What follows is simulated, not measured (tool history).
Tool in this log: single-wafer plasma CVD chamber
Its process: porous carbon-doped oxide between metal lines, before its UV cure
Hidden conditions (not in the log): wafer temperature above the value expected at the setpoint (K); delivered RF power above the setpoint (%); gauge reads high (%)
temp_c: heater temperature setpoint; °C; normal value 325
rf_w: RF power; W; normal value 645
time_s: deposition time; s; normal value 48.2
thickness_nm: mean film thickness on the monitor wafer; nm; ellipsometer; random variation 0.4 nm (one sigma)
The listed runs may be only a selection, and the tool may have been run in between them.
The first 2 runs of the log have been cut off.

run   hour  temp_c  rf_w  time_s  wafers since the last listed run  hours since the last thermocouple change  hours since the last RF generator calibration  hours since the showerhead was replaced  hours since the gauge calibration  read-back reference wafer on the same gauge, thickness_nm  thickness_nm
  3   30.9     325   680    48.2                               611                                    2508.3                                         2666.9                                   4605.5                              160.7                                                    263.871       262.581
  4   37.5     325   645    41.7                               196                                    2514.9                                         2673.5                                   4612.1                              167.3                                                    263.949       219.617
  5   54.5     325   645    41.7                               506                                    2531.9                                         2690.5                                   4629.1                              184.3                                                    264.010       219.853
  6   70.3     325   645    41.7                               471                                    2547.7                                         2706.3                                   4644.9                              200.1                                                    264.107       219.223
  7   87.0     325   645    40.6                               497                                    2564.4                                         2723.0                                   4661.6                              216.8                                                    263.981       213.871
  8   95.1     325   645    48.2                               241                                    2572.5                                         2731.1                                   4669.7                              224.9                                                    264.116       252.823
     109.1  -- RF generator calibrated
     113.5  -- showerhead replaced
  9  114.0     325   645    48.2                               195                                    2591.4                                            4.9                                      0.5                              243.8                                                    263.997       271.693
 10  114.3     320   645    48.2                                 8                                    2591.7                                            5.2                                      0.8                              244.1                                                    264.027       280.444
 11  125.8     320   645    48.2                               342                                    2603.2                                           16.7                                     12.3                              255.6                                                    263.987       280.106
 12  160.3     320   645    48.2                              1028                                    2637.7                                           51.2                                     46.8                              290.1                                                    264.053       280.177
 13  174.9     325   550    48.2                               435                                    2652.3                                           65.8                                     61.4                              304.7                                                    264.054       241.980
 14  211.3     325   645    48.2                              1085                                    2688.7                                          102.2                                     97.8                              341.1                                                    264.001       271.953
 15  228.5     314   540    39.9                               512                                    2705.9                                          119.4                                    115.0                              358.3                                                    263.977       212.167
 16  245.0     315   525    48.2                               491                                    2722.4                                          135.9                                    131.5                              374.8                                                    263.964       249.088
 17  263.0     311   645    48.2                               536                                    2740.4                                          153.9                                    149.5                              392.8                                                    263.984       296.867
 18  279.6     325   580    57.0                               494                                    2757.0                                          170.5                                    166.1                              409.4                                                    264.002       297.498
     299.3  -- thermocouple changed; heater temperature recalibrated
 19  299.8     325   645    48.2                               363                                       0.5                                          190.7                                    186.3                              429.6                                                    264.054       262.525
 20  304.4     325   645    48.2                               137                                       5.1                                          195.3                                    190.9                              434.2                                                    264.023       262.507
     313.0  -- gauge calibrated
 21  316.7     315   550    48.2                               366                                      17.4                                          207.6                                    203.2                                3.7                                                    263.994       247.712
 22  333.4     325   645    48.2                               497                                      34.1                                          224.3                                    219.9                               20.4                                                    264.003       262.869
 23  346.8     325   645    48.2                               399                                      47.5                                          237.7                                    233.3                               33.8                                                    264.001       263.170

Run 24 is up next; what results do you expect?
 24  363.1     325   645    40.3                               486                                      63.8                                          254.0                                    249.6                               50.1                                                          ?             ?

Run 24 yielded read-back reference wafer on the same gauge, thickness_nm 263.962, thickness_nm 220.146 nm.
With the hidden condition absent and the run-to-run variation left alone, this run would have shown thickness_nm 221.867 nm.
